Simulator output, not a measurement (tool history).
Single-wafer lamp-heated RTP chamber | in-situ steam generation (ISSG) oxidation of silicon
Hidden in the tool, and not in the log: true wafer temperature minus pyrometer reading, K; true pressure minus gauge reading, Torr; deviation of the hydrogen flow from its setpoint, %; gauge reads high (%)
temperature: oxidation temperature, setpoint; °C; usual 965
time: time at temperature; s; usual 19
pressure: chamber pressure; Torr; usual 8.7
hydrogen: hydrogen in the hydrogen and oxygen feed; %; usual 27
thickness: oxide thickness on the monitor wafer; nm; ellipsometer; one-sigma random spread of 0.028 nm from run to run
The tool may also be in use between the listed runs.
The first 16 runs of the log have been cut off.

| run | day | temperature | time | pressure | hydrogen | wafers since the last listed run | wafers since the last pyrometer calibration | hours since the pressure gauge was zeroed | hours since the hydrogen flow controller was replaced | hours since the gauge calibration | read-back reference wafer on the same gauge, thickness | thickness |
|---|---|---|---|---|---|---|---|---|---|---|---|---|
| 17 | 16.421 | 973 | 25 | 7.8 | 22 | 130 | 3504 | 81.2 | 5051.6 | 204.4 | 4.753 | 5.465 |
|  | 17.033 | pyrometer window cleaned and pyrometer calibrated |
| 18 | 17.783 | 965 | 19 | 8.7 | 23 | 258 | 187 | 113.9 | 5084.3 | 237.1 | 4.75 | 4.721 |
| 19 | 18.583 | 965 | 14 | 8.7 | 19 | 200 | 388 | 133.1 | 5103.5 | 256.3 | 4.741 | 3.962 |
| 20 | 19.258 | 965 | 19 | 8.7 | 32 | 169 | 558 | 149.3 | 5119.7 | 272.5 | 4.734 | 5.06 |
| 21 | 20.567 | 965 | 19 | 8.7 | 27 | 328 | 886 | 180.7 | 5151.1 | 303.9 | 4.739 | 4.875 |
|  | 21.121 | hydrogen flow controller replaced |
| 22 | 22.038 | 947 | 14 | 7.7 | 22 | 285 | 1172 | 216 | 22 | 339.2 | 4.724 | 3.888 |
| 23 | 23.408 | 949 | 19 | 9.1 | 27 | 344 | 1516 | 248.9 | 54.9 | 372.1 | 4.717 | 4.623 |
| 24 | 24.512 | 965 | 19 | 8.7 | 27 | 277 | 1794 | 275.4 | 81.4 | 398.6 | 4.713 | 4.868 |
| 25 | 25.062 | 957 | 19 | 8.7 | 32 | 138 | 1932 | 288.6 | 94.6 | 411.8 | 4.722 | 4.943 |
| 26 | 25.946 | 965 | 19 | 8.7 | 27 | 221 | 2154 | 309.8 | 115.8 | 433 | 4.713 | 4.848 |
| 27 | 26.725 | 950 | 12 | 8.7 | 20 | 195 | 2349 | 328.5 | 134.5 | 451.7 | 4.711 | 3.636 |
| 28 | 27.562 | 982 | 19 | 8.2 | 27 | 210 | 2560 | 348.6 | 154.6 | 471.8 | 4.703 | 5.13 |
| 29 | 28.288 | 965 | 25 | 8 | 18 | 182 | 2742 | 366 | 172 | 489.2 | 4.704 | 4.972 |
| 30 | 29.05 | 965 | 19 | 8.7 | 27 | 191 | 2933 | 384.3 | 190.3 | 507.5 | 4.704 | 4.85 |
| 31 | 30.008 | 985 | 19 | 8.7 | 32 | 240 | 3174 | 407.3 | 213.3 | 530.5 | 4.71 | 5.413 |
| 32 | 31.308 | 965 | 13 | 8.7 | 27 | 326 | 3501 | 438.5 | 244.5 | 561.7 | 4.696 | 4.17 |

3 options for the next run, each taken on its own from the tool as it stands now. Forecast them:
| A | 31.325 | 965 | 19 | 8.7 | 27 | 4 | 3505 | 438.9 | 244.9 | 562.1 | ? | ? |
| B | 31.325 | 957 | 19 | 9.3 | 27 | 4 | 3505 | 438.9 | 244.9 | 562.1 | ? | ? |
| C | 31.325 | 965 | 19 | 9.6 | 27 | 4 | 3505 | 438.9 | 244.9 | 562.1 | ? | ? |

| run | read-back reference wafer on the same gauge, thickness | thickness |
|---|---|---|
| A | 4.695 | 4.884 |
| B | 4.695 | 4.719 |
| C | 4.695 | 4.812 |
What these runs would have given with no unlogged condition in the tool:
| run | thickness |
|---|---|
| A | 5.042 |
| B | 4.871 |
| C | 4.967 |
